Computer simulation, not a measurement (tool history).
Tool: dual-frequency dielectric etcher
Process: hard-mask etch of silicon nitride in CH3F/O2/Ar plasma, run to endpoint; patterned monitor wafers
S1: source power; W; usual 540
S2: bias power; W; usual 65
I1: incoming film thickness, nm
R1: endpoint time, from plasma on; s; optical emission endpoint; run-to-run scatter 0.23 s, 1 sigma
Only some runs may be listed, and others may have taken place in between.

run 1 hour=0 | S1=540 S2=65 | I1=47.39 | R1=56.3
run 2 hour=26.8 | S1=540 S2=65 | I1=46.38 | R1=55.1
run 3 hour=43.8 | S1=540 S2=65 | I1=46.46 | R1=54.9
run 4 hour=77.6 | S1=540 S2=65 | I1=46.57 | R1=56.4
run 5 hour=98.5 | S1=640 S2=65 | I1=46.98 | R1=52.7
run 6 hour=127.4 | S1=620 S2=65 | I1=46.96 | R1=53.3
run 7 hour=158.5 | S1=620 S2=65 | I1=46.87 | R1=53
run 8 hour=184 | S1=540 S2=65 | I1=46.63 | R1=56.4
run 9 hour=218.2 | S1=540 S2=65 | I1=47.02 | R1=56.9
run 10 hour=246.9 | S1=540 S2=73 | I1=46.26 | R1=53.6
run 11 hour=267.1 | S1=540 S2=73 | I1=46.68 | R1=54.1
run 12 hour=283 | S1=540 S2=73 | I1=46.87 | R1=54.5
run 13 hour=315.7 | S1=540 S2=65 | I1=47.16 | R1=56
run 14 hour=344.3 | S1=540 S2=65 | I1=46.76 | R1=55.6
run 15 hour=380.2 | S1=540 S2=65 | I1=46.9 | R1=55.8
run 16 hour=380.6 | S1=540 S2=52 | I1=46.38 | R1=59.9
run 17 hour=483.3 | S1=580 S2=65 | I1=46.59 | R1=53.7
run 18 hour=518.1 | S1=540 S2=59 | I1=46.73 | R1=57
run 19 hour=542.9 | S1=410 S2=50 | I1=46.79 | R1=66.4
run 20 hour=555 | S1=540 S2=70 | I1=46.47 | R1=53
run 21 hour=662.7 | S1=610 S2=79 | I1=46.85 | R1=50.8
run 22 hour=694 | S1=460 S2=71 | I1=46.93 | R1=58.2
run 23 hour=706.3 | S1=540 S2=52 | I1=46.72 | R1=61.3
run 24 hour=730.4 | S1=600 S2=50 | I1=46.6 | R1=59.7
run 25 hour=743.5 | S1=590 S2=72 | I1=46.84 | R1=52.6
run 26 hour=759.8 | S1=650 S2=60 | I1=46.52 | R1=54.3
run 27 hour=775.3 | S1=540 S2=65 | I1=46.51 | R1=55.7
run 28 hour=797.5 | S1=420 S2=51 | I1=46.55 | R1=66.2
run 29 hour=824 | S1=410 S2=50 | I1=46.79 | R1=67.4
run 30 hour=852.6 | S1=610 S2=71 | I1=46.49 | R1=51.9
run 31 hour=878.7 | S1=540 S2=65 | I1=46.5 | R1=55.3
run 32 hour=903.8 | S1=640 S2=73 | I1=47.84 | R1=51.9

The log once held 5 entries between its listed runs, left out of this copy. Where does each go, and what is different about the tool's unlogged condition between the listed run before it and the listed run after it?
From run 3 to run 4: wet clean of the chamber (hour 74.2)
  etch rate over this chamber's usual, %: 2.3 -> -0.0883
  measured minus no-state result, R1: -1.3 -> +0.1 s
From run 14 to run 15: upper electrode replaced, of another model than before (hour 379.7)
  etch rate over this chamber's usual, %: 1.54 -> 1.76
  measured minus no-state result, R1: -0.9 -> -1 s
From run 20 to run 21: source power generator calibrated (hour 577.3); bias power generator calibrated (hour 592.8); wet clean of the chamber (hour 611)
  etch rate over this chamber's usual, %: 2.82 -> -0.0332
  measured minus no-state result, R1: -1.5 -> +0 s
